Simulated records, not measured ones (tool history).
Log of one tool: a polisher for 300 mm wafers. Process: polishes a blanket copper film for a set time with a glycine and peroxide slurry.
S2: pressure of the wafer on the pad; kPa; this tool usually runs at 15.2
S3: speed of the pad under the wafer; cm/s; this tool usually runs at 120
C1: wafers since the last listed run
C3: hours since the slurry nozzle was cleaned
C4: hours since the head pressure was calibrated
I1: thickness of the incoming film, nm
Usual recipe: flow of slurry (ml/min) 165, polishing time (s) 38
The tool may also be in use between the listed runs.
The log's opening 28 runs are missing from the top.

Run 29, hour 327.9: usual settings but flow of slurry (ml/min) 120, S3 84 cm/s, polishing time (s) 44; C1 98; wafers polished on this pad 1118; C3 261.5; C4 56.2; I1 1503.7. Result: film removed (nm) 154.7.
Run 30, hour 335.4: usual settings but S3 96 cm/s, polishing time (s) 25; C1 111; wafers polished on this pad 1230; C3 269; C4 63.7; I1 1458. Result: film removed (nm) 103.4.
Run 31, hour 342.4: usual settings but flow of slurry (ml/min) 220, S2 10.3 kPa; C1 104; wafers polished on this pad 1334; C3 276; C4 70.7; I1 1468.8. Result: film removed (nm) 156.2.
At hour 350.7: worn pad replaced by a new one.
Run 32, hour 351.2: usual settings but S2 10.3 kPa, S3 94 cm/s; C1 71; wafers polished on this pad 7; C3 284.8; C4 79.5; I1 1472.6. Result: film removed (nm) 133.8.
Run 33, hour 356.6: usual settings but flow of slurry (ml/min) 205, S2 20.7 kPa, polishing time (s) 26; C1 80; wafers polished on this pad 88; C3 290.2; C4 84.9; I1 1480.6. Result: film removed (nm) 179.5.
Run 34, hour 370.1: usual settings but flow of slurry (ml/min) 120, S3 84 cm/s, polishing time (s) 44; C1 200; wafers polished on this pad 289; C3 303.7; C4 98.4; I1 1465.7. Result: film removed (nm) 165.5.
Run 35, hour 384: usual settings but flow of slurry (ml/min) 145, S2 19.3 kPa, S3 140 cm/s, polishing time (s) 30; C1 206; wafers polished on this pad 496; C3 317.6; C4 112.3; I1 1481.5. Result: film removed (nm) 207.8.
Run 36, hour 393.4: usual settings; C1 139; wafers polished on this pad 636; C3 327; C4 121.7; I1 1499.2. Result: film removed (nm) 197.
Run 37, hour 410.3: usual settings but flow of slurry (ml/min) 105, S2 13.1 kPa; C1 251; wafers polished on this pad 887; C3 343.9; C4 138.6; I1 1498.1. Result: film removed (nm) 160.9.
Run 38, hour 424.3: usual settings but S2 20.7 kPa; C1 208; wafers polished on this pad 1096; C3 357.9; C4 152.6; I1 1472.9. Result: film removed (nm) 237.5.

Below are 3 alternative next runs, each starting from the tool's condition after run 38. Predict each:
Run A, hour 424.7: usual settings but S3 142 cm/s; C1 5; wafers polished on this pad 1102; C3 358.3; C4 153; I1 1491.2. Result: film removed (nm) ?.
Run B, hour 424.7: usual settings but flow of slurry (ml/min) 185, S2 13.1 kPa; C1 5; wafers polished on this pad 1102; C3 358.3; C4 153; I1 1491.2. Result: film removed (nm) ?.
Run C, hour 424.7: usual settings but flow of slurry (ml/min) 190, S2 20 kPa; C1 5; wafers polished on this pad 1102; C3 358.3; C4 153; I1 1491.2. Result: film removed (nm) ?.

run  film removed (nm)
  A              225.8
  B              182.1
  C              243.2
With no hidden state in the tool, these same runs would have given:
run  film removed (nm)
  A              242.6
  B              195.6
  C              261.2

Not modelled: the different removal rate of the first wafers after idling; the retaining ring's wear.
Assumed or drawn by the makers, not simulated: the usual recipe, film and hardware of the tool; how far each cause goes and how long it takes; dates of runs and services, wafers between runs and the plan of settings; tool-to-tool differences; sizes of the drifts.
